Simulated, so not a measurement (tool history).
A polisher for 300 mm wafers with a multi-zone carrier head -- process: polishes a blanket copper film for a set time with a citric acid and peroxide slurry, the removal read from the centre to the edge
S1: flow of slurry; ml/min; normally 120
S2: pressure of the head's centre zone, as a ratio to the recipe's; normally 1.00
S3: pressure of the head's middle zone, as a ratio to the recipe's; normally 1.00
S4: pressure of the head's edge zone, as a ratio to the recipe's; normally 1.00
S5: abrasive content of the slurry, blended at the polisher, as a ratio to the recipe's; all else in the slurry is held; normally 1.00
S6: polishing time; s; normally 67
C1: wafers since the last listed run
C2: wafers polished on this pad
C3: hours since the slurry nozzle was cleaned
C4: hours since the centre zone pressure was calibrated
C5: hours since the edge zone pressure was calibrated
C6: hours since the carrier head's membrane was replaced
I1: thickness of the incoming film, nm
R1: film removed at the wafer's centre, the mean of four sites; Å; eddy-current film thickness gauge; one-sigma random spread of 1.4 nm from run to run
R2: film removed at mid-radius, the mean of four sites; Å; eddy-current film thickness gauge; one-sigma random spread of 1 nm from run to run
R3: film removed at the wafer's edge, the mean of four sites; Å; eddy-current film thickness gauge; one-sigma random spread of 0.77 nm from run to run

| run | hour | S1 | S2 | S3 | S4 | S5 | S6 | C1 | C2 | C3 | C4 | C5 | C6 | I1 | R1 | R2 | R3 |
|---|---|---|---|---|---|---|---|---|---|---|---|---|---|---|---|---|---|
| 1 | 0.0 | 120 | 1.00 | 0.92 | 0.95 | 1.00 | 67 | 0 | 186 | 506.0 | 620.8 | 894.6 | 794.9 | 1176.6 | 997 | 930 | 978 |
| 2 | 38.7 | 120 | 1.00 | 0.93 | 1.00 | 1.00 | 67 | 381 | 568 | 544.7 | 659.5 | 933.3 | 833.6 | 1149.6 | 978 | 914 | 983 |
|  | 70.9 | centre zone pressure recalibrated |
|  | 90.8 | carrier head's membrane replaced by a new one |
| 3 | 116.1 | 120 | 1.00 | 0.93 | 1.00 | 1.00 | 67 | 693 | 1261 | 622.1 | 45.2 | 1010.7 | 25.3 | 1152.4 | 977 | 909 | 980 |
| 4 | 184.9 | 120 | 1.00 | 1.00 | 1.00 | 1.00 | 67 | 677 | 1939 | 690.9 | 114.0 | 1079.5 | 94.1 | 1165.9 | 964 | 952 | 965 |
| 5 | 269.1 | 120 | 1.00 | 1.00 | 1.00 | 1.00 | 67 | 829 | 2769 | 775.1 | 198.2 | 1163.7 | 178.3 | 1167.6 | 948 | 932 | 925 |
|  | 296.2 | edge zone pressure recalibrated |
| 6 | 376.7 | 95 | 0.92 | 1.00 | 0.97 | 1.25 | 67 | 1040 | 3809 | 882.7 | 305.8 | 80.5 | 285.9 | 1137.7 | 821 | 896 | 893 |
|  | 387.6 | slurry nozzle cleaned |
| 7 | 443.4 | 105 | 1.00 | 1.10 | 1.00 | 1.00 | 67 | 647 | 4456 | 55.8 | 372.5 | 147.2 | 352.6 | 1144.1 | 854 | 941 | 871 |
| 8 | 522.6 | 135 | 1.00 | 1.00 | 1.06 | 1.00 | 67 | 780 | 5237 | 135.0 | 451.7 | 226.4 | 431.8 | 1181.6 | 895 | 898 | 915 |
|  | 547.2 | worn pad replaced by a new one |
| 9 | 690.4 | 120 | 1.00 | 1.00 | 0.90 | 1.00 | 76 | 1613 | 1411 | 302.8 | 619.5 | 394.2 | 599.6 | 1158.0 | 1107 | 1097 | 1050 |
|  | 789.2 | centre zone pressure recalibrated |
| 10 | 792.7 | 85 | 1.00 | 1.00 | 1.06 | 1.00 | 67 | 988 | 2399 | 405.1 | 3.5 | 496.5 | 701.9 | 1146.4 | 851 | 845 | 915 |
| 11 | 856.1 | 120 | 1.00 | 1.00 | 1.05 | 1.15 | 67 | 624 | 3024 | 468.5 | 66.9 | 559.9 | 765.3 | 1148.7 | 944 | 964 | 975 |
| 12 | 962.7 | 135 | 0.89 | 1.00 | 1.09 | 0.80 | 67 | 1050 | 4074 | 575.1 | 173.5 | 666.5 | 871.9 | 1181.6 | 823 | 896 | 928 |
| 13 | 999.1 | 120 | 1.11 | 0.89 | 1.00 | 1.00 | 85 | 358 | 4433 | 611.5 | 209.9 | 702.9 | 908.3 | 1155.6 | 1239 | 1053 | 1142 |
|  | 1033.2 | carrier head's membrane replaced by a new one |
| 14 | 1042.2 | 120 | 1.00 | 1.00 | 0.94 | 1.00 | 67 | 375 | 4808 | 654.6 | 253.0 | 746.0 | 9.0 | 1164.2 | 901 | 868 | 866 |
|  | 1072.4 | worn pad replaced by a new one |
| 15 | 1133.3 | 120 | 1.04 | 1.00 | 1.00 | 0.90 | 67 | 858 | 599 | 745.7 | 344.1 | 837.1 | 100.1 | 1156.4 | 1019 | 939 | 964 |
| 16 | 1171.6 | 135 | 1.00 | 1.04 | 1.00 | 1.30 | 57 | 377 | 977 | 784.0 | 382.4 | 875.4 | 138.4 | 1138.0 | 894 | 917 | 879 |
|  | 1216.8 | slurry nozzle cleaned |
| 17 | 1276.7 | 120 | 1.00 | 1.00 | 0.89 | 0.85 | 77 | 1025 | 2003 | 59.9 | 487.5 | 980.5 | 243.5 | 1175.0 | 1073 | 1036 | 1022 |
| 18 | 1318.2 | 130 | 1.00 | 0.95 | 1.00 | 1.00 | 67 | 408 | 2411 | 101.4 | 529.0 | 1022.0 | 285.0 | 1157.1 | 949 | 913 | 949 |
|  | 1402.1 | edge zone pressure recalibrated |
|  | 1473.4 | centre zone pressure recalibrated |
|  | 1540.4 | worn pad replaced by a new one |
| 19 | 1638.0 | 120 | 1.00 | 1.00 | 1.00 | 1.00 | 67 | 3072 | 961 | 421.2 | 164.6 | 235.9 | 604.8 | 1171.7 | 972 | 969 | 997 |
| 20 | 1692.3 | 120 | 1.10 | 1.00 | 1.00 | 1.00 | 67 | 535 | 1496 | 475.5 | 218.9 | 290.2 | 659.1 | 1170.6 | 1046 | 954 | 985 |
| 21 | 1745.6 | 120 | 1.00 | 1.00 | 1.00 | 1.00 | 67 | 525 | 2021 | 528.8 | 272.2 | 343.5 | 712.4 | 1156.2 | 968 | 949 | 964 |

Below are 4 alternative next runs, each starting from the tool's condition after run 21. Predict each:
| A | 1746.0 | 120 | 1.00 | 1.00 | 1.00 | 1.00 | 48 | 3 | 2025 | 529.2 | 272.6 | 343.9 | 712.8 | 1151.9 | ? | ? | ? |
| B | 1746.0 | 145 | 1.00 | 1.00 | 1.00 | 0.90 | 45 | 3 | 2025 | 529.2 | 272.6 | 343.9 | 712.8 | 1151.9 | ? | ? | ? |
| C | 1746.0 | 140 | 0.89 | 0.89 | 1.11 | 1.00 | 67 | 3 | 2025 | 529.2 | 272.6 | 343.9 | 712.8 | 1151.9 | ? | ? | ? |
| D | 1746.0 | 120 | 1.07 | 1.00 | 1.06 | 1.00 | 67 | 3 | 2025 | 529.2 | 272.6 | 343.9 | 712.8 | 1151.9 | ? | ? | ? |

| run | R1 | R2 | R3 |
|---|---|---|---|
| A | 683 | 679 | 688 |
| B | 660 | 653 | 653 |
| C | 885 | 892 | 1030 |
| D | 1018 | 947 | 983 |
Without the tool's hidden state the same runs would have given:
| run | R1 | R2 | R3 |
|---|---|---|---|
| A | 721 | 717 | 726 |
| B | 697 | 689 | 689 |
| C | 935 | 942 | 1088 |
| D | 1075 | 1000 | 1038 |
